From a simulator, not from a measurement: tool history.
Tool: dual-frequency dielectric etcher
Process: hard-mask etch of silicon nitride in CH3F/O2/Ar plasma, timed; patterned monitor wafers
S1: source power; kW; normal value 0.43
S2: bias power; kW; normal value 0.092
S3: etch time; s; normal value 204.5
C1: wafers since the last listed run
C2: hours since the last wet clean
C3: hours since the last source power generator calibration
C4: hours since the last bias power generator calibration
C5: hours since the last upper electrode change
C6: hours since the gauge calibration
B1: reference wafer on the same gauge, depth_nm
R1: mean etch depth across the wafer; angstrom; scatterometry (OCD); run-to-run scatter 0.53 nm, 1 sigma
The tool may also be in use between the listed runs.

run 1 day=0 | S1=0.43 S2=0.092 S3=204.5 | C1=0 C2=43.9 C3=1649 C4=3281 C5=5620.5 C6=46.9 | B1=130.9 | R1=1599
run 2 day=1.475 | S1=0.43 S2=0.092 S3=204.5 | C1=289 C2=79.3 C3=1684.4 C4=3316.4 C5=5655.9 C6=82.3 | B1=131 | R1=1605
run 3 day=2.671 | S1=0.43 S2=0.092 S3=204.5 | C1=235 C2=108 C3=1713.1 C4=3345.1 C5=5684.6 C6=111 | B1=131 | R1=1617
run 4 day=3.758 | S1=0.43 S2=0.092 S3=204.5 | C1=213 C2=134.1 C3=1739.2 C4=3371.2 C5=5710.7 C6=137.1 | B1=130.9 | R1=1629
run 5 day=5.629 | S1=0.43 S2=0.106 S3=204.5 | C1=367 C2=179 C3=1784.1 C4=3416.1 C5=5755.6 C6=182 | B1=131 | R1=1686
run 6 day=8.571 | S1=0.43 S2=0.092 S3=204.5 | C1=578 C2=249.6 C3=1854.7 C4=3486.7 C5=5826.2 C6=252.6 | B1=131 | R1=1631
run 7 day=11.233 | S1=0.43 S2=0.092 S3=204.5 | C1=523 C2=313.5 C3=1918.6 C4=3550.6 C5=5890.1 C6=316.5 | B1=130.9 | R1=1642
run 8 day=13.054 | S1=0.43 S2=0.092 S3=204.5 | C1=357 C2=357.2 C3=1962.3 C4=3594.3 C5=5933.8 C6=360.2 | B1=131 | R1=1643
-- day=15.758 source power generator calibrated
run 9 day=15.8 | S1=0.43 S2=0.092 S3=204.5 | C1=506 C2=423.1 C3=1 C4=3660.2 C5=5999.7 C6=426.1 | B1=131.1 | R1=1641
-- day=16.425 bias power generator calibrated
-- day=17.046 wet clean of the chamber
run 10 day=18.275 | S1=0.52 S2=0.092 S3=204.5 | C1=331 C2=29.5 C3=60.4 C4=44.4 C5=6059.1 C6=485.5 | B1=130.9 | R1=1768
run 11 day=19.733 | S1=0.43 S2=0.092 S3=204.5 | C1=286 C2=64.5 C3=95.4 C4=79.4 C5=6094.1 C6=520.5 | B1=131 | R1=1613
-- day=20.358 gauge calibrated
-- day=21.442 upper electrode replaced
run 12 day=21.462 | S1=0.4 S2=0.108 S3=232.5 | C1=143 C2=106 C3=136.9 C4=120.9 C5=0.5 C6=26.5 | B1=131 | R1=1857
run 13 day=23.604 | S1=0.51 S2=0.092 S3=233.5 | C1=420 C2=157.4 C3=188.3 C4=172.3 C5=51.9 C6=77.9 | B1=130.9 | R1=2015
run 14 day=25.346 | S1=0.36 S2=0.092 S3=204.5 | C1=342 C2=199.2 C3=230.1 C4=214.1 C5=93.7 C6=119.7 | B1=131 | R1=1486
run 15 day=26.725 | S1=0.5 S2=0.074 S3=204.5 | C1=271 C2=232.3 C3=263.2 C4=247.2 C5=126.8 C6=152.8 | B1=131 | R1=1665
run 16 day=27.904 | S1=0.43 S2=0.106 S3=204.5 | C1=231 C2=260.6 C3=291.5 C4=275.5 C5=155.1 C6=181.1 | B1=130.9 | R1=1707
run 17 day=30.717 | S1=0.43 S2=0.085 S3=204.5 | C1=552 C2=328.1 C3=359 C4=343 C5=222.6 C6=248.6 | B1=131.1 | R1=1608

Here are 5 independent what-if runs from the current tool condition. What would each one return?
run A day=30.738 | S1=0.34 S2=0.092 S3=204.5 | C1=4 C2=328.6 C3=359.5 C4=343.5 C5=223.1 C6=249.1 | B1=? | R1=?
run B day=30.738 | S1=0.37 S2=0.114 S3=222 | C1=4 C2=328.6 C3=359.5 C4=343.5 C5=223.1 C6=249.1 | B1=? | R1=?
run C day=30.738 | S1=0.34 S2=0.08 S3=245.5 | C1=4 C2=328.6 C3=359.5 C4=343.5 C5=223.1 C6=249.1 | B1=? | R1=?
run D day=30.738 | S1=0.38 S2=0.076 S3=159 | C1=4 C2=328.6 C3=359.5 C4=343.5 C5=223.1 C6=249.1 | B1=? | R1=?
run E day=30.738 | S1=0.43 S2=0.092 S3=175 | C1=4 C2=328.6 C3=359.5 C4=343.5 C5=223.1 C6=249.1 | B1=? | R1=?

run=A B1=131 R1=1445
run=B B1=131 R1=1751
run=C B1=131 R1=1669
run=D B1=131 R1=1135
run=E B1=131 R1=1405
With no hidden state in the tool, these same runs would have given:
run=A R1=1414
run=B R1=1714
run=C R1=1633
run=D R1=1111
run=E R1=1375
